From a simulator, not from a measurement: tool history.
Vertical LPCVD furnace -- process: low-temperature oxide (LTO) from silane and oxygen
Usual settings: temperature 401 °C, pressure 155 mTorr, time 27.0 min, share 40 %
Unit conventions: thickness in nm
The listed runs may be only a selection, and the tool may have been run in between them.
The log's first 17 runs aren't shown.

| run | day | temperature | pressure | time | share | read-back reference wafer on the same gauge, thickness | thickness |
|---|---|---|---|---|---|---|---|
| 18 | 20.329 | 401 | 155 | 17.5 | 40 | 174.92 | 123.49 |
|  | 21.662 | pressure gauge zeroed |
| 19 | 21.683 | 401 | 170 | 27.0 | 47 | 175.00 | 241.29 |
|  | 23.538 | thermocouples replaced and temperature profile calibrated |
| 20 | 23.558 | 408 | 125 | 27.0 | 46 | 174.90 | 186.38 |
|  | 26.279 | gauge calibrated |
| 21 | 26.429 | 392 | 155 | 17.5 | 46 | 175.06 | 126.06 |
| 22 | 27.383 | 401 | 155 | 27.0 | 40 | 175.23 | 183.56 |
| 23 | 28.596 | 412 | 165 | 27.0 | 45 | 175.20 | 249.56 |
| 24 | 30.038 | 393 | 155 | 37.0 | 45 | 175.13 | 263.88 |
| 25 | 31.154 | 401 | 155 | 27.0 | 40 | 174.86 | 184.58 |

Predict the results of run 26:
| 26 | 31.971 | 401 | 130 | 27.0 | 40 | ? | ? |

Run 26 came out at read-back reference wafer on the same gauge, thickness 175.02, thickness 153.91 nm.
With the hidden condition absent and the run-to-run variation left alone, this run would have shown thickness 154.36 nm.
